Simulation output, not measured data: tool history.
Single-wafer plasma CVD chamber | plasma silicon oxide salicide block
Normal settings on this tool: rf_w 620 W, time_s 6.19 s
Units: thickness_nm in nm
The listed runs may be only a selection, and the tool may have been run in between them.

run    day  rf_w  time_s  wafers since the last listed run  hours since the last RF generator calibration  hours since the showerhead was replaced  hours since the gauge calibration  read-back reference wafer on the same gauge, thickness_nm  thickness_nm
  1  0.000   620    6.19                                 0                                         1827.6                                   6634.3                               67.4                                                     61.282        61.928
  2  0.625   620    6.19                               324                                         1842.6                                   6649.3                               82.4                                                     61.258        61.893
  3  0.992   710    6.19                               190                                         1851.4                                   6658.1                               91.2                                                     61.260        65.121
  4  1.479   710    6.19                               252                                         1863.1                                   6669.8                              102.9                                                     61.239        64.943
  5  2.038   620    6.19                               289                                         1876.5                                   6683.2                              116.3                                                     61.175        61.688
  6  3.317   620    6.19                               663                                         1907.2                                   6713.9                              147.0                                                     61.139        61.821
     3.667  -- gauge calibrated
     3.779  -- showerhead replaced
  7  4.004   620    6.19                               183                                         1923.7                                      5.4                                8.1                                                     61.494        62.226
  8  4.492   620    6.19                               252                                         1935.4                                     17.1                               19.8                                                     61.447        62.224
  9  4.767   620    7.37                               142                                         1942.0                                     23.7                               26.4                                                     61.440        73.926
     5.533  -- RF generator calibrated
 10  5.554   575    7.30                               235                                            0.5                                     42.6                               45.3                                                     61.462        71.036
 11  5.808   580    4.97                               131                                            6.6                                     48.7                               51.4                                                     61.416        48.484
 12  6.208   690    6.19                               207                                           16.2                                     58.3                               61.0                                                     61.399        64.749
 13  6.900   510    7.11                               358                                           32.8                                     74.9                               77.6                                                     61.376        65.537
 14  7.462   575    5.41                               291                                           46.3                                     88.4                               91.1                                                     61.300        52.508
 15  8.042   620    6.19                               300                                           60.2                                    102.3                              105.0                                                     61.243        61.849
 16  9.275   575    5.41                               639                                           89.8                                    131.9                              134.6                                                     61.176        52.494

Run 17 is up next; what results do you expect?
     9.592  -- gauge calibrated
 17  9.650   620    6.19                               194                                           98.8                                    140.9                                1.4                                                          ?             ?

Logged for run 17: read-back reference wafer on the same gauge, thickness_nm 61.522, thickness_nm 62.115 nm.
On a tool with no hidden condition, and with the same random variation, this run would have come out at thickness_nm 62.132 nm.

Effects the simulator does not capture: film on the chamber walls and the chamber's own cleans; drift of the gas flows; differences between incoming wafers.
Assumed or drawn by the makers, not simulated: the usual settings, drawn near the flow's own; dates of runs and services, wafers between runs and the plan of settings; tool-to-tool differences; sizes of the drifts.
